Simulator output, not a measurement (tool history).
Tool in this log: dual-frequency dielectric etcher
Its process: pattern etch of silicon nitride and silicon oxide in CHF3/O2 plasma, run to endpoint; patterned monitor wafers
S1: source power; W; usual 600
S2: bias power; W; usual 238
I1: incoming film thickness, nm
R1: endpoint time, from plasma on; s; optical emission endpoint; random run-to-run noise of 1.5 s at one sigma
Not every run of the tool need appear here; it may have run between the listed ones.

run   hour   S1   S2     I1     R1
  1    0.0  600  238  302.8  176.8
  2   12.8  530  207  303.9  196.1
  3   19.2  600  238  304.0  178.9
  4   30.0  600  238  299.7  176.1
  5   47.2  600  238  299.8  173.7
  6   59.0  600  238  303.0  177.0
  7   75.5  600  238  301.3  178.7
  8   82.2  600  238  300.4  175.7
  9   89.6  600  238  304.2  179.8
 10  103.8  600  238  302.0  179.2
 11  114.3  650  238  299.3  171.9
 12  126.0  600  259  299.4  170.3
 13  135.8  600  238  302.5  176.8
     170.3  -- source power generator calibrated
 14  174.9  600  238  302.1  177.2
 15  183.2  600  238  296.5  175.4
     211.7  -- upper electrode replaced
 16  212.2  600  238  302.3  182.0
     229.5  -- bias power generator calibrated
 17  230.0  470  295  303.4  174.8
 18  238.4  600  238  300.0  178.1
     270.0  -- wet clean of the chamber
 19  270.5  600  294  300.7  153.6
 20  281.2  540  259  300.5  169.8

For run 21, what comes out?
 21  288.4  600  238  298.7   ?

Run 21 came out at R1 169.2 s.
Were there no unlogged condition in the tool, this run, its random variation unchanged, would have produced R1 167.9 s.
